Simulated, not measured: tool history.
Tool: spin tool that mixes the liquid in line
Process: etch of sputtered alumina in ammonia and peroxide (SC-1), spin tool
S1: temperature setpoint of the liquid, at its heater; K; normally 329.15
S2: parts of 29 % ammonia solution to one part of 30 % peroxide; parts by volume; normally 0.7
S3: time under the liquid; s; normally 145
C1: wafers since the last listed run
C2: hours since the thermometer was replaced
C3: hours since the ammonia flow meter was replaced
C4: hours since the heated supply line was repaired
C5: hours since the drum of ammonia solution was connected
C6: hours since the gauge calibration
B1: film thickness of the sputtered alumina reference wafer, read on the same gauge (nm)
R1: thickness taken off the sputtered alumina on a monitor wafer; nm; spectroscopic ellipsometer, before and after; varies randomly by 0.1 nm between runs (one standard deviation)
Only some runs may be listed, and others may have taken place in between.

{"run": 1, "day": 0.0, "S1": 329.15, "S2": 0.7, "S3": 145, "C1": 0, "C2": 2632.8, "C3": 1941.1, "C4": 2019.4, "C5": 449.7, "C6": 302.4, "B1": 100, "R1": 12.8}
{"run": 2, "day": 1.646, "S1": 329.15, "S2": 0.95, "S3": 145, "C1": 339, "C2": 2672.3, "C3": 1980.6, "C4": 2058.9, "C5": 489.2, "C6": 341.9, "B1": 99.98, "R1": 13.19}
{"day": 2.846, "done": "heated supply line repaired"}
{"run": 3, "day": 3.317, "S1": 329.15, "S2": 0.95, "S3": 145, "C1": 336, "C2": 2712.4, "C3": 2020.7, "C4": 11.3, "C5": 529.3, "C6": 382, "B1": 99.99, "R1": 13.92}
{"run": 4, "day": 4.604, "S1": 329.15, "S2": 0.7, "S3": 175, "C1": 265, "C2": 2743.3, "C3": 2051.6, "C4": 42.2, "C5": 560.2, "C6": 412.9, "B1": 100.04, "R1": 16.25}
{"run": 5, "day": 6.012, "S1": 333.65, "S2": 0.7, "S3": 145, "C1": 290, "C2": 2777.1, "C3": 2085.4, "C4": 76, "C5": 594, "C6": 446.7, "B1": 100, "R1": 16.74}
{"run": 6, "day": 8.267, "S1": 332.65, "S2": 0.85, "S3": 145, "C1": 464, "C2": 2831.2, "C3": 2139.5, "C4": 130.1, "C5": 648.1, "C6": 500.8, "B1": 100.02, "R1": 16.25}
{"run": 7, "day": 10.85, "S1": 325.65, "S2": 0.7, "S3": 145, "C1": 532, "C2": 2893.2, "C3": 2201.5, "C4": 192.1, "C5": 710.1, "C6": 562.8, "B1": 100.01, "R1": 11.05}
{"run": 8, "day": 13.583, "S1": 325.15, "S2": 0.7, "S3": 180, "C1": 563, "C2": 2958.8, "C3": 2267.1, "C4": 257.7, "C5": 775.7, "C6": 628.4, "B1": 100, "R1": 13.2}
{"run": 9, "day": 15.317, "S1": 329.15, "S2": 0.7, "S3": 145, "C1": 357, "C2": 3000.4, "C3": 2308.7, "C4": 299.3, "C5": 817.3, "C6": 670, "B1": 99.99, "R1": 13.22}
{"run": 10, "day": 17.5, "S1": 333.15, "S2": 1, "S3": 75, "C1": 450, "C2": 3052.8, "C3": 2361.1, "C4": 351.7, "C5": 869.7, "C6": 722.4, "B1": 99.97, "R1": 8.8}
{"day": 18.488, "done": "thermometer replaced"}
{"run": 11, "day": 20.358, "S1": 335.15, "S2": 1, "S3": 145, "C1": 581, "C2": 44.9, "C3": 2429.7, "C4": 420.3, "C5": 938.3, "C6": 791, "B1": 100.04, "R1": 20.01}
{"day": 22.738, "done": "ammonia flow meter replaced"}
{"run": 12, "day": 24.475, "S1": 322.15, "S2": 0.6, "S3": 220, "C1": 840, "C2": 143.7, "C3": 41.7, "C4": 519.1, "C5": 1037.1, "C6": 889.8, "B1": 100.01, "R1": 14.46}
{"run": 13, "day": 25.767, "S1": 329.15, "S2": 0.7, "S3": 215, "C1": 266, "C2": 174.7, "C3": 72.7, "C4": 550.1, "C5": 1068.1, "C6": 920.8, "B1": 100, "R1": 21.14}
{"run": 14, "day": 28.458, "S1": 332.15, "S2": 0.35, "S3": 210, "C1": 555, "C2": 239.3, "C3": 137.3, "C4": 614.7, "C5": 1132.7, "C6": 985.4, "B1": 99.98, "R1": 22.32}
{"day": 29.433, "done": "new drum of ammonia solution connected"}
{"run": 15, "day": 29.862, "S1": 329.15, "S2": 0.7, "S3": 145, "C1": 281, "C2": 273, "C3": 171, "C4": 648.4, "C5": 10.3, "C6": 1019.1, "B1": 99.98, "R1": 14.16}
{"run": 16, "day": 31.929, "S1": 325.65, "S2": 0.7, "S3": 75, "C1": 426, "C2": 322.6, "C3": 220.6, "C4": 698, "C5": 59.9, "C6": 1068.7, "B1": 100, "R1": 6.13}
{"day": 32.417, "done": "gauge calibrated"}
{"run": 17, "day": 34.692, "S1": 336.15, "S2": 0.7, "S3": 210, "C1": 569, "C2": 388.9, "C3": 286.9, "C4": 764.3, "C5": 126.2, "C6": 54.6, "B1": 100, "R1": 29.06}
{"run": 18, "day": 36.721, "S1": 319.15, "S2": 0.45, "S3": 90, "C1": 418, "C2": 437.6, "C3": 335.6, "C4": 813, "C5": 174.9, "C6": 103.3, "B1": 100.03, "R1": 4.78}
{"run": 19, "day": 39.288, "S1": 339.15, "S2": 0.6, "S3": 85, "C1": 529, "C2": 499.2, "C3": 397.2, "C4": 874.6, "C5": 236.5, "C6": 164.9, "B1": 100.03, "R1": 13.49}
{"run": 20, "day": 41.633, "S1": 329.15, "S2": 0.7, "S3": 145, "C1": 483, "C2": 555.5, "C3": 453.5, "C4": 930.9, "C5": 292.8, "C6": 221.2, "B1": 100.01, "R1": 13.84}
{"run": 21, "day": 43.412, "S1": 337.65, "S2": 0.95, "S3": 100, "C1": 367, "C2": 598.2, "C3": 496.2, "C4": 973.6, "C5": 335.5, "C6": 263.9, "B1": 100, "R1": 15.31}
{"run": 22, "day": 46.308, "S1": 329.15, "S2": 0.7, "S3": 145, "C1": 597, "C2": 667.7, "C3": 565.7, "C4": 1043.1, "C5": 405, "C6": 333.4, "B1": 100.01, "R1": 13.97}
{"run": 23, "day": 49.283, "S1": 324.65, "S2": 0.95, "S3": 220, "C1": 613, "C2": 739.1, "C3": 637.1, "C4": 1114.5, "C5": 476.4, "C6": 404.8, "B1": 99.96, "R1": 16.94}
{"run": 24, "day": 50.521, "S1": 337.15, "S2": 0.7, "S3": 145, "C1": 255, "C2": 768.8, "C3": 666.8, "C4": 1144.2, "C5": 506.1, "C6": 434.5, "B1": 100, "R1": 21.01}

Pick out some run-to-run changes in R1. Of each, how much would a tool without hidden state show as well, from the settings, what came in and chance, and how much is left for the hidden state and any gauge scatter not in both results compared?
The hidden state here: liquid colder than its thermometer reads (K); ammonia flow below the setpoint (%); temperature lost on the way to the wafer (K); ammonia solution weaker than its label (%); gauge reads high (%).
Run 16 -> 17: S1 325.65 -> 336.15, S3 75 -> 210, gauge calibrated. R1 +22.93 nm: hidden state -0.67, all else +23.6.
Run 17 -> 18: S1 336.15 -> 319.15, S2 0.7 -> 0.45, S3 210 -> 90. R1 -24.28 nm: hidden state +0.67, all else -24.95.
